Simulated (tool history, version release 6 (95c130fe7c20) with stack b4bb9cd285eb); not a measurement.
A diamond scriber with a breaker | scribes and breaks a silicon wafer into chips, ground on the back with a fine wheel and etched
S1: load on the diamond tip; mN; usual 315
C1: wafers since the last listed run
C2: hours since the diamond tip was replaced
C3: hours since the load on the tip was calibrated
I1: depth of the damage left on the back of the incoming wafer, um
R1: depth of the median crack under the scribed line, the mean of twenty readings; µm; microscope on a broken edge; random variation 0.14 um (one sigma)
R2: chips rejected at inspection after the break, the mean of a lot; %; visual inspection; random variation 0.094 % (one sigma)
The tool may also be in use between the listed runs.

run	hour	S1	C1	C2	C3	I1	R1	R2
1	0.0	387	0	727.9	488.5	0.63	7.10	1.30
2	43.9	387	65	771.8	532.4	0.41	6.96	1.41
3	114.0	315	105	841.9	602.5	0.65	5.73	9.36
# hour 120.9: diamond tip replaced by a new one
4	157.0	315	61	36.1	645.5	0.50	7.25	1.21
5	252.4	315	143	131.5	740.9	0.46	7.53	1.05
6	321.4	315	103	200.5	809.9	0.58	7.27	1.33
7	390.3	315	103	269.4	878.8	0.72	6.90	1.50
8	491.0	315	151	370.1	979.5	0.60	6.86	1.67
9	589.7	315	148	468.8	1078.2	0.42	6.57	2.11
10	684.6	315	142	563.7	1173.1	0.49	6.83	2.93
# hour 724.0: load on the tip recalibrated
11	751.7	386	97	630.8	27.7	0.53	7.92	1.49
12	795.2	315	65	674.3	71.2	0.59	6.15	5.31
# hour 864.9: diamond tip replaced by a new one
13	1016.6	341	329	151.7	292.6	0.74	7.67	1.90
14	1098.9	341	123	234.0	374.9	0.31	7.92	1.67
15	1143.5	341	66	278.6	419.5	0.60	7.24	1.41
16	1243.5	241	149	378.6	519.5	0.35	5.62	14.48
17	1289.5	315	68	424.6	565.5	0.55	6.97	1.84
18	1363.8	379	111	498.9	639.8	0.54	8.00	2.28
19	1441.4	268	116	576.5	717.4	0.71	5.74	12.11
20	1489.2	359	71	624.3	765.2	0.33	7.36	1.28
21	1551.4	257	93	686.5	827.4	0.79	5.37	17.53
# hour 1600.6: diamond tip replaced by a new one
22	1658.7	271	157	58.1	934.7	0.36	6.51	4.12
23	1712.0	238	79	111.4	988.0	0.52	5.74	11.82
24	1762.0	315	74	161.4	1038.0	0.31	7.27	1.25
# hour 1791.6: load on the tip recalibrated
25	1804.2	361	60	203.6	12.6	0.36	8.26	2.83
26	1889.3	315	127	288.7	97.7	0.74	7.15	1.40
27	1937.5	315	72	336.9	145.9	0.44	7.23	1.38
28	2010.1	240	108	409.5	218.5	0.67	5.53	14.19
29	2090.4	348	120	489.8	298.8	0.74	7.31	1.29
30	2145.6	395	82	545.0	354.0	0.65	7.96	2.82
31	2183.0	315	56	582.4	391.4	0.53	6.46	3.35
32	2266.6	315	125	666.0	475.0	0.79	6.20	3.86
# hour 2274.4: diamond tip replaced by a new one
33	2555.9	315	430	281.5	764.3	0.30	7.08	1.65
34	2648.1	237	138	373.7	856.5	0.53	5.45	16.99
35	2715.2	224	100	440.8	923.6	0.60	5.08	26.50
# hour 2884.2: load on the tip recalibrated
# hour 2954.0: diamond tip replaced by a new one
36	2981.7	271	393	27.7	97.5	0.33	6.29	5.25
37	3056.9	315	112	102.9	172.7	0.60	7.09	1.46
38	3100.2	371	64	146.2	216.0	0.50	8.14	2.71
39	3154.5	315	81	200.5	270.3	0.49	6.95	1.54
40	3192.4	402	56	238.4	308.2	0.75	8.59	4.58

Forecast each of these 5 alternatives for the next run:
A	3193.0	281	0	239.0	308.8	0.38	?	?
B	3193.0	235	0	239.0	308.8	0.38	?	?
C	3193.0	275	0	239.0	308.8	0.38	?	?
D	3193.0	396	0	239.0	308.8	0.38	?	?
E	3193.0	356	0	239.0	308.8	0.38	?	?

run	R1	R2
A	6.36	4.83
B	5.48	15.49
C	6.25	5.76
D	8.34	4.23
E	7.68	1.61
Without the tool's hidden state the same runs would have given:
run	R1	R2
A	6.69	2.75
B	5.76	11.31
C	6.57	3.40
D	8.76	6.90
E	8.07	2.90
